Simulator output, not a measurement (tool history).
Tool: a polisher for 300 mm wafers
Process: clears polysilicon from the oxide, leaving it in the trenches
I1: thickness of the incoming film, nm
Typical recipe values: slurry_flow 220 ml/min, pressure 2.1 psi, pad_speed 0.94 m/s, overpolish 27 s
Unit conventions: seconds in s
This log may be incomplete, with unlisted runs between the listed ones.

run 1 hour=0 | slurry_flow=220 pressure=2.1 pad_speed=0.94 overpolish=27 | I1=496.2 | seconds=62
-- hour=31.7 worn pad replaced by a new one
run 2 hour=43.9 | slurry_flow=220 pressure=2.1 pad_speed=1.06 overpolish=38 | I1=485.6 | seconds=49.1
run 3 hour=50 | slurry_flow=220 pressure=2.1 pad_speed=1.06 overpolish=38 | I1=490.8 | seconds=51.5
run 4 hour=66.7 | slurry_flow=220 pressure=2.1 pad_speed=1.06 overpolish=38 | I1=482.3 | seconds=51.8
run 5 hour=76 | slurry_flow=220 pressure=2.1 pad_speed=0.94 overpolish=34 | I1=487 | seconds=58.7
run 6 hour=88.2 | slurry_flow=220 pressure=2.1 pad_speed=0.94 overpolish=34 | I1=497.8 | seconds=59.7
run 7 hour=102.3 | slurry_flow=220 pressure=2.1 pad_speed=0.94 overpolish=27 | I1=487.5 | seconds=58.3
run 8 hour=113.7 | slurry_flow=220 pressure=2.1 pad_speed=0.94 overpolish=27 | I1=493.8 | seconds=61
run 9 hour=129.4 | slurry_flow=220 pressure=2.1 pad_speed=0.94 overpolish=27 | I1=489.9 | seconds=59.1
run 10 hour=138.7 | slurry_flow=220 pressure=2.1 pad_speed=0.94 overpolish=27 | I1=490.8 | seconds=60.3
-- hour=142.7 worn pad replaced by a new one
-- hour=143.1 slurry nozzle cleaned
-- hour=150.7 head pressure recalibrated
run 11 hour=155.5 | slurry_flow=220 pressure=2.1 pad_speed=0.94 overpolish=31 | I1=488.4 | seconds=56.4
run 12 hour=171.8 | slurry_flow=220 pressure=2.1 pad_speed=0.94 overpolish=31 | I1=492.2 | seconds=59.2
run 13 hour=179.6 | slurry_flow=220 pressure=2.1 pad_speed=0.94 overpolish=27 | I1=489.6 | seconds=57.4
run 14 hour=195.4 | slurry_flow=185 pressure=2.1 pad_speed=0.94 overpolish=27 | I1=489.2 | seconds=60.1
run 15 hour=206.5 | slurry_flow=220 pressure=1.8 pad_speed=1.06 overpolish=38 | I1=488.4 | seconds=62.8
run 16 hour=217.7 | slurry_flow=200 pressure=1.6 pad_speed=1.08 overpolish=17 | I1=496 | seconds=70
-- hour=259.8 worn pad replaced by a new one
run 17 hour=263 | slurry_flow=220 pressure=2.1 pad_speed=0.94 overpolish=27 | I1=491.9 | seconds=55.1
run 18 hour=270.2 | slurry_flow=145 pressure=2.1 pad_speed=0.94 overpolish=27 | I1=488.8 | seconds=60.2
run 19 hour=278.6 | slurry_flow=220 pressure=2.1 pad_speed=0.94 overpolish=27 | I1=494.9 | seconds=57.9
run 20 hour=286.9 | slurry_flow=220 pressure=1.4 pad_speed=1.22 overpolish=15 | I1=488.8 | seconds=69.2
run 21 hour=303.7 | slurry_flow=270 pressure=2.1 pad_speed=0.82 overpolish=27 | I1=488.5 | seconds=65.2
run 22 hour=318.6 | slurry_flow=155 pressure=2.1 pad_speed=0.8 overpolish=38 | I1=489.9 | seconds=72.6
run 23 hour=331.2 | slurry_flow=220 pressure=2.1 pad_speed=0.94 overpolish=27 | I1=487.9 | seconds=59.6
run 24 hour=362 | slurry_flow=220 pressure=1.4 pad_speed=1.02 overpolish=15 | I1=487.8 | seconds=83.1
-- hour=372.4 worn pad replaced by a new one
run 25 hour=393.9 | slurry_flow=290 pressure=2.1 pad_speed=1.12 overpolish=27 | I1=498.2 | seconds=49.9
run 26 hour=408.5 | slurry_flow=220 pressure=2.1 pad_speed=0.94 overpolish=27 | I1=497.8 | seconds=61
run 27 hour=415.5 | slurry_flow=220 pressure=2.1 pad_speed=0.94 overpolish=27 | I1=497.2 | seconds=60.3
run 28 hour=433 | slurry_flow=220 pressure=1.9 pad_speed=0.72 overpolish=13 | I1=486.3 | seconds=82.7
run 29 hour=448 | slurry_flow=220 pressure=2.1 pad_speed=0.68 overpolish=27 | I1=492.3 | seconds=81.9
run 30 hour=458.9 | slurry_flow=220 pressure=2.1 pad_speed=1.12 overpolish=27 | I1=481.1 | seconds=50.9
run 31 hour=467.6 | slurry_flow=165 pressure=2.4 pad_speed=0.64 overpolish=27 | I1=491.1 | seconds=76.5
run 32 hour=477.9 | slurry_flow=220 pressure=2.1 pad_speed=0.94 overpolish=27 | I1=490.3 | seconds=62.6
-- hour=483.2 worn pad replaced by a new one
run 33 hour=486.3 | slurry_flow=170 pressure=2.7 pad_speed=1.02 overpolish=42 | I1=493.3 | seconds=41.3
run 34 hour=498.1 | slurry_flow=220 pressure=2.1 pad_speed=0.94 overpolish=27 | I1=493.5 | seconds=56.9
run 35 hour=511.5 | slurry_flow=220 pressure=1.5 pad_speed=0.94 overpolish=27 | I1=484.5 | seconds=78.3

Selected run-to-run steps in seconds, each split into two signed amounts: the part the tool would show with no hidden state at all (from settings, incoming material and random variation), and the remainder, which goes to the hidden state together with any gauge scatter not common to the measured and the hidden-state-free results:
The tool's hidden condition here consists of: removal rate lost through wear of the pad, %; slurry flow missing at the pad, %; deviation of the head's pressure from its setpoint, %.
Run 1 -> 2: pad_speed 0.94 -> 1.06, overpolish 27 -> 38, worn pad replaced by a new one. seconds -12.9 s: hidden state -5.9, all else -7.
Run 16 -> 17: slurry_flow 200 -> 220, pressure 1.6 -> 2.1, pad_speed 1.08 -> 0.94, overpolish 17 -> 27, worn pad replaced by a new one. seconds -14.9 s: hidden state -5.4, all else -9.5.
Run 24 -> 25: slurry_flow 220 -> 290, pressure 1.4 -> 2.1, pad_speed 1.02 -> 1.12, overpolish 15 -> 27, worn pad replaced by a new one. seconds -33.2 s: hidden state -4.9, all else -28.3.
Run 29 -> 30: pad_speed 0.68 -> 1.12. seconds -31 s: hidden state -2.8, all else -28.2.
Run 30 -> 31: slurry_flow 220 -> 165, pressure 2.1 -> 2.4, pad_speed 1.12 -> 0.64. seconds +25.6 s: hidden state +2.8, all else +22.8.
Run 32 -> 33: slurry_flow 220 -> 170, pressure 2.1 -> 2.7, pad_speed 0.94 -> 1.02, overpolish 27 -> 42, worn pad replaced by a new one. seconds -21.3 s: hidden state -6.2, all else -15.1.
